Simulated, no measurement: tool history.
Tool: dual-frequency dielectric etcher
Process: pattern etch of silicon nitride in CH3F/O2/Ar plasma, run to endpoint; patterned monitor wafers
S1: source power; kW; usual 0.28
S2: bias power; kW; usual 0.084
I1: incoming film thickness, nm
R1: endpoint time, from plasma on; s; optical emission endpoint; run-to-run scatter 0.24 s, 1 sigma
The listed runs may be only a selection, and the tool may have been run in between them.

{"run": 1, "hour": 0.0, "S1": 0.3, "S2": 0.084, "I1": 44.83, "R1": 62}
{"run": 2, "hour": 26.7, "S1": 0.3, "S2": 0.084, "I1": 45.03, "R1": 62.8}
{"run": 3, "hour": 123.1, "S1": 0.25, "S2": 0.084, "I1": 45.53, "R1": 70.1}
{"run": 4, "hour": 147.4, "S1": 0.28, "S2": 0.084, "I1": 44.71, "R1": 63.9}
{"hour": 188.3, "done": "wet clean of the chamber"}
{"run": 5, "hour": 188.8, "S1": 0.28, "S2": 0.101, "I1": 44.89, "R1": 57.3}
{"run": 6, "hour": 192.8, "S1": 0.28, "S2": 0.101, "I1": 45.11, "R1": 57.3}
{"hour": 228.1, "done": "upper electrode replaced"}
{"run": 7, "hour": 228.6, "S1": 0.28, "S2": 0.084, "I1": 45.23, "R1": 62.8}
{"run": 8, "hour": 231.6, "S1": 0.28, "S2": 0.084, "I1": 45.24, "R1": 63.1}
{"run": 9, "hour": 249.4, "S1": 0.28, "S2": 0.084, "I1": 45.19, "R1": 63}
{"run": 10, "hour": 283.7, "S1": 0.28, "S2": 0.084, "I1": 45.45, "R1": 62.6}
{"hour": 297.8, "done": "source power generator calibrated"}
{"hour": 310.7, "done": "wet clean of the chamber, repeated, since the last time left the tool worse"}
{"run": 11, "hour": 313.6, "S1": 0.28, "S2": 0.084, "I1": 45.17, "R1": 67.1}
{"run": 12, "hour": 345.2, "S1": 0.34, "S2": 0.084, "I1": 45.42, "R1": 60}
{"hour": 350.9, "done": "bias power generator calibrated"}
{"run": 13, "hour": 370.6, "S1": 0.28, "S2": 0.075, "I1": 44.98, "R1": 69.5}
{"run": 14, "hour": 383.2, "S1": 0.28, "S2": 0.078, "I1": 44.94, "R1": 68.4}
{"run": 15, "hour": 412.4, "S1": 0.35, "S2": 0.091, "I1": 45.12, "R1": 56.1}
{"run": 16, "hour": 433.9, "S1": 0.34, "S2": 0.097, "I1": 45.11, "R1": 55.2}
{"run": 17, "hour": 458.7, "S1": 0.3, "S2": 0.069, "I1": 45.1, "R1": 70.1}
{"run": 18, "hour": 482.6, "S1": 0.3, "S2": 0.092, "I1": 44.78, "R1": 59.9}
{"run": 19, "hour": 498.8, "S1": 0.3, "S2": 0.098, "I1": 45.34, "R1": 58.9}
{"run": 20, "hour": 530.1, "S1": 0.22, "S2": 0.09, "I1": 44.82, "R1": 73.8}
{"run": 21, "hour": 566.0, "S1": 0.28, "S2": 0.084, "I1": 45, "R1": 65.3}
{"run": 22, "hour": 579.5, "S1": 0.28, "S2": 0.084, "I1": 45.65, "R1": 66.6}
{"run": 23, "hour": 612.5, "S1": 0.32, "S2": 0.098, "I1": 45.1, "R1": 56.6}

What if the next run were any one of these 3? Each begins from the tool's condition after run 23:
{"run": "A", "hour": 612.9, "S1": 0.28, "S2": 0.084, "I1": 44.84, "R1": "?"}
{"run": "B", "hour": 612.9, "S1": 0.24, "S2": 0.078, "I1": 44.84, "R1": "?"}
{"run": "C", "hour": 612.9, "S1": 0.34, "S2": 0.103, "I1": 44.84, "R1": "?"}

run=A R1=64.7
run=B R1=74.1
run=C R1=52.4
With the hidden condition removed and each run's random variation left untouched, the same runs would have given:
run=A R1=65.5
run=B R1=75
run=C R1=53

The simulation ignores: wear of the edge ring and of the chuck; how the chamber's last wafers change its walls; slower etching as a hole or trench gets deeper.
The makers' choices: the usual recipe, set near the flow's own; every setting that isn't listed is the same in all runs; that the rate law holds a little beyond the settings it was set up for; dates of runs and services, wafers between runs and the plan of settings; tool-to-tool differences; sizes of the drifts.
